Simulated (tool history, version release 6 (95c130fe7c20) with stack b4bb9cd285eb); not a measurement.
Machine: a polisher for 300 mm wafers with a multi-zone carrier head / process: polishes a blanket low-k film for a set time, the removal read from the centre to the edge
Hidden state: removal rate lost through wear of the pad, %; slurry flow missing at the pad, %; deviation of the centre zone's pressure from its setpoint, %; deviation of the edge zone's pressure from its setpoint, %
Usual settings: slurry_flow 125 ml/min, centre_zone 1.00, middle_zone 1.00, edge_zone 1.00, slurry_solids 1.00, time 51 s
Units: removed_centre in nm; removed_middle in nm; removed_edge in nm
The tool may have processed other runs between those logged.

run,hour,slurry_flow,centre_zone,middle_zone,edge_zone,slurry_solids,time,wafers since the last listed run,wafers polished on this pad,hours since the slurry nozzle was cleaned,hours since the centre zone pressure was calibrated,hours since the edge zone pressure was calibrated,hours since the carrier head's membrane was replaced,"incoming thickness of the incoming film, nm",removed_centre,removed_middle,removed_edge
1,0.0,125,1.09,1.00,1.00,1.00,51,0,281,182.8,10.7,108.8,1300.6,746.5,20.1,18.5,18.5
# hour 67.6: carrier head's membrane replaced by a new one
2,94.9,125,1.00,1.07,1.00,1.00,51,928,1209,277.7,105.6,203.7,27.3,754.5,18.4,19.5,18.6
3,146.8,125,1.00,1.00,1.00,1.00,51,536,1745,329.6,157.5,255.6,79.2,755.8,18.4,18.4,18.7
4,238.2,125,1.00,0.90,1.00,1.00,51,944,2690,421.0,248.9,347.0,170.6,758.0,18.2,17.3,18.4
5,306.2,110,1.00,1.00,1.00,0.75,43,702,3392,489.0,316.9,415.0,238.6,741.8,12.8,13.3,13.3
6,343.0,170,1.10,1.00,1.00,1.00,51,380,3772,525.8,353.7,451.8,275.4,739.0,21.1,19.8,19.4
7,439.4,125,1.00,1.00,1.05,1.00,51,995,4768,622.2,450.1,548.2,371.8,765.0,17.6,18.7,19.3
# hour 498.4: slurry nozzle cleaned
8,507.7,125,1.00,1.03,1.09,1.25,45,695,5463,9.3,518.4,616.5,440.1,748.2,16.9,18.5,18.6
9,580.9,125,0.92,1.00,0.94,1.00,51,756,6219,82.5,591.6,689.7,513.3,751.2,15.7,18.6,18.2
# hour 585.4: edge zone pressure recalibrated
# hour 610.8: worn pad replaced by a new one
10,678.3,125,1.00,1.00,1.00,1.00,51,944,697,179.9,689.0,92.9,610.7,753.5,16.6,18.2,18.7
# hour 722.8: centre zone pressure recalibrated
11,737.6,165,0.90,1.00,1.05,1.00,51,591,1288,239.2,14.8,152.2,670.0,752.2,17.6,19.7,20.0
12,777.7,125,1.00,1.00,1.00,1.00,51,414,1703,279.3,54.9,192.3,710.1,742.4,18.2,18.6,18.9
13,835.7,125,1.00,1.00,1.10,0.90,69,599,2302,337.3,112.9,250.3,768.1,749.2,23.7,24.6,25.2
14,937.0,170,1.08,1.00,1.00,0.90,51,1046,3348,438.6,214.2,351.6,869.4,749.7,20.1,18.3,18.5
15,1023.8,135,1.00,1.00,1.00,1.00,51,896,4245,525.4,301.0,438.4,956.2,751.6,18.3,18.5,18.7
16,1061.8,125,1.08,0.94,1.00,1.00,51,392,4637,563.4,339.0,476.4,994.2,741.6,19.3,17.6,18.7
17,1134.6,125,1.00,1.00,1.00,1.00,51,751,5389,636.2,411.8,549.2,1067.0,741.3,17.5,18.4,18.7
# hour 1239.8: slurry nozzle cleaned
# hour 1261.0: edge zone pressure recalibrated
# hour 1290.2: worn pad replaced by a new one
18,1350.0,125,1.00,1.04,1.00,1.00,51,2152,617,110.2,627.2,89.0,1282.4,755.2,16.3,19.4,18.5
# hour 1431.2: centre zone pressure recalibrated
19,1443.0,125,1.00,1.00,1.00,1.00,51,939,1557,203.2,11.8,182.0,1375.4,751.5,18.8,18.6,18.6
# hour 1481.6: carrier head's membrane replaced by a new one
20,1482.1,125,1.00,0.90,0.94,1.00,56,352,1910,242.3,50.9,221.1,0.5,751.6,20.3,18.7,19.8
21,1551.7,125,1.08,1.00,1.00,0.85,51,718,2629,311.9,120.5,290.7,70.1,755.5,18.8,17.0,17.4

Consider 4 possible next runs. They are alternatives, not a sequence: every one starts from the tool as it was left by run 21. What does each give?
A,1552.1,125,1.00,1.00,1.00,1.00,51,4,2633,312.3,120.9,291.1,70.5,748.5,?,?,?
B,1552.1,125,1.00,1.05,1.11,1.00,61,4,2633,312.3,120.9,291.1,70.5,748.5,?,?,?
C,1552.1,105,1.00,1.00,1.04,1.00,51,4,2633,312.3,120.9,291.1,70.5,748.5,?,?,?
D,1552.1,125,1.00,0.96,1.00,1.00,51,4,2633,312.3,120.9,291.1,70.5,748.5,?,?,?

run,removed_centre,removed_middle,removed_edge
A,18.3,18.1,18.8
B,21.9,22.6,23.6
C,17.5,17.4,18.6
D,18.3,17.5,18.8
Stripped of hidden state, with their random variation kept, the same runs would have yielded:
run,removed_centre,removed_middle,removed_edge
A,18.3,18.1,18.8
B,21.9,22.6,23.6
C,17.5,17.4,18.6
D,18.3,17.5,18.8
